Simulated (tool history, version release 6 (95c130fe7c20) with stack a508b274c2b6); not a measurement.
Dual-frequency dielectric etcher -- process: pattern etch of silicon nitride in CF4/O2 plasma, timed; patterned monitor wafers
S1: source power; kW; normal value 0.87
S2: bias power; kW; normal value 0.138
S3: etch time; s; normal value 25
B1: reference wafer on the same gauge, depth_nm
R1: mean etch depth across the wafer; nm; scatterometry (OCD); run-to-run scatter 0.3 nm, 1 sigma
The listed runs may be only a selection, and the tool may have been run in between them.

{"run": 1, "day": 0.0, "S1": 0.87, "S2": 0.138, "S3": 25, "B1": 82, "R1": 79.7}
{"run": 2, "day": 2.075, "S1": 0.87, "S2": 0.138, "S3": 29, "B1": 82, "R1": 93.5}
{"run": 3, "day": 4.096, "S1": 0.87, "S2": 0.138, "S3": 29, "B1": 82.1, "R1": 94}
{"run": 4, "day": 5.392, "S1": 0.87, "S2": 0.138, "S3": 27, "B1": 82, "R1": 87.5}
{"day": 6.238, "done": "source power generator calibrated"}
{"run": 5, "day": 7.829, "S1": 0.87, "S2": 0.138, "S3": 27, "B1": 82, "R1": 87.6}
{"run": 6, "day": 10.796, "S1": 0.87, "S2": 0.138, "S3": 25, "B1": 82, "R1": 82.3}
{"day": 13.825, "done": "wet clean of the chamber"}
{"run": 7, "day": 13.846, "S1": 0.77, "S2": 0.138, "S3": 25, "B1": 81.9, "R1": 73.8}
{"run": 8, "day": 16.338, "S1": 0.87, "S2": 0.107, "S3": 25, "B1": 82, "R1": 74}
{"run": 9, "day": 18.8, "S1": 1.02, "S2": 0.157, "S3": 28, "B1": 81.9, "R1": 104}
{"run": 10, "day": 20.521, "S1": 0.87, "S2": 0.138, "S3": 25, "B1": 82, "R1": 80.6}
{"run": 11, "day": 22.038, "S1": 0.72, "S2": 0.138, "S3": 19.5, "B1": 82, "R1": 56.3}
{"run": 12, "day": 28.279, "S1": 0.87, "S2": 0.138, "S3": 25, "B1": 82.1, "R1": 81.8}
{"day": 29.562, "done": "gauge calibrated"}
{"day": 33.538, "done": "wet clean of the chamber"}
{"run": 13, "day": 36.188, "S1": 0.87, "S2": 0.138, "S3": 31, "B1": 81.9, "R1": 97.6}
{"run": 14, "day": 37.296, "S1": 0.76, "S2": 0.138, "S3": 25, "B1": 82, "R1": 72.8}
{"run": 15, "day": 38.312, "S1": 0.67, "S2": 0.138, "S3": 21, "B1": 82, "R1": 56.7}
{"run": 16, "day": 40.008, "S1": 0.95, "S2": 0.167, "S3": 25, "B1": 82, "R1": 89.4}
{"run": 17, "day": 42.304, "S1": 0.87, "S2": 0.128, "S3": 25, "B1": 82, "R1": 77.4}
{"run": 18, "day": 43.321, "S1": 0.87, "S2": 0.15, "S3": 21.5, "B1": 81.9, "R1": 70.5}
{"day": 43.738, "done": "bias power generator calibrated"}
{"run": 19, "day": 45.788, "S1": 0.87, "S2": 0.165, "S3": 25, "B1": 82, "R1": 85.3}
{"run": 20, "day": 47.217, "S1": 0.87, "S2": 0.138, "S3": 25, "B1": 82.1, "R1": 80.8}
{"run": 21, "day": 49.088, "S1": 0.87, "S2": 0.106, "S3": 25, "B1": 82, "R1": 74.8}
{"run": 22, "day": 50.638, "S1": 0.71, "S2": 0.138, "S3": 20, "B1": 82, "R1": 57.2}
{"run": 23, "day": 52.75, "S1": 1, "S2": 0.171, "S3": 25, "B1": 82.1, "R1": 94.9}
{"day": 54.692, "done": "wet clean of the chamber"}
{"run": 24, "day": 55.529, "S1": 0.87, "S2": 0.138, "S3": 31, "B1": 82.1, "R1": 97.9}
{"run": 25, "day": 57.408, "S1": 0.87, "S2": 0.149, "S3": 21, "B1": 82.1, "R1": 67.7}
{"run": 26, "day": 65.733, "S1": 0.87, "S2": 0.138, "S3": 25, "B1": 82, "R1": 80.5}

Forecast run 27:
{"run": 27, "day": 67.546, "S1": 1.08, "S2": 0.105, "S3": 23, "B1": "?", "R1": "?"}

B1: 82
R1: 78.7 nm
On a tool with no hidden condition, and with the same random variation, this run would have come out at R1 76.7 nm.
